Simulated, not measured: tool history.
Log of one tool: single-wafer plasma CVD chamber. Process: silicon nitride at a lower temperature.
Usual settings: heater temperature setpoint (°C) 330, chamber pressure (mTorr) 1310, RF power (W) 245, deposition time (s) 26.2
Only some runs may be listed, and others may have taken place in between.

run,hour,heater temperature setpoint (°C),chamber pressure (mTorr),RF power (W),deposition time (s),"read-back reference wafer on the same gauge, thickness_nm",mean film thickness on the monitor wafer (angstrom)
1,0.0,330,1310,220,27.6,28.408,235.09
2,56.9,330,1310,220,27.6,28.402,234.51
3,93.1,330,1390,245,26.2,28.401,251.51
4,157.7,330,1470,245,27.4,28.403,268.18
5,211.4,330,1470,245,27.4,28.414,269.56
# hour 224.1: thermocouple changed; heater temperature recalibrated
6,247.1,330,1470,245,27.4,28.410,267.07
7,289.0,327,1310,210,26.2,28.401,209.77
8,314.0,327,1310,210,26.2,28.402,209.04
9,347.0,327,1310,210,26.2,28.401,208.92
# hour 397.6: capacitance manometer re-zeroed and calibrated
10,414.8,324,1310,255,26.2,28.394,262.44
11,445.1,324,1310,255,26.2,28.389,262.87
12,470.4,336,1140,220,21.1,28.408,171.18
13,541.9,325,1310,245,26.2,28.374,250.02
# hour 543.4: gauge calibrated
# hour 594.3: showerhead replaced
14,595.3,316,1520,215,29.7,28.395,268.44
15,639.5,330,1310,245,26.2,28.377,247.47
# hour 663.4: RF generator calibrated
16,685.2,321,1310,245,21.1,28.397,210.36
17,709.5,324,1310,285,26.2,28.382,299.58
18,778.3,319,1490,280,26.2,28.407,310.70
19,836.2,345,1310,245,23.8,28.393,233.36
20,874.5,330,1310,245,26.2,28.392,258.53
21,921.6,330,1310,245,28.6,28.397,283.14
22,948.2,318,1310,245,26.2,28.401,259.34
23,997.4,330,1310,290,28.7,28.410,326.15
24,1034.3,330,1310,245,26.2,28.418,255.88
25,1101.3,330,1310,245,26.2,28.416,254.97
26,1148.6,330,1310,285,26.2,28.398,291.31
27,1180.3,319,1310,205,26.2,28.394,215.89

Below, each run's measurement less what the same run would have read without the hidden state. Both values contain the same run-to-run variation, but the gauge's scatter may not be the same in both:
Hidden state at play: wafer temperature above the value expected at the setpoint (K); delivered RF power above the setpoint (%); true pressure above the setpoint (%); gauge reads high (%).
run,mean film thickness on the monitor wafer (angstrom)
1,-17.85
2,-18.67
3,-19.98
4,-22.15
5,-23.17
6,-23.57
7,-19.93
8,-20.22
9,-20.67
10,-13.92
11,-14.42
12,-10.14
13,-15.29
14,-17.82
15,-16.63
16,-3.32
17,-5.04
18,-6.26
19,-5.64
20,-6.80
21,-8.20
22,-7.90
23,-10.57
24,-9.05
25,-9.99
26,-11.94
27,-9.75
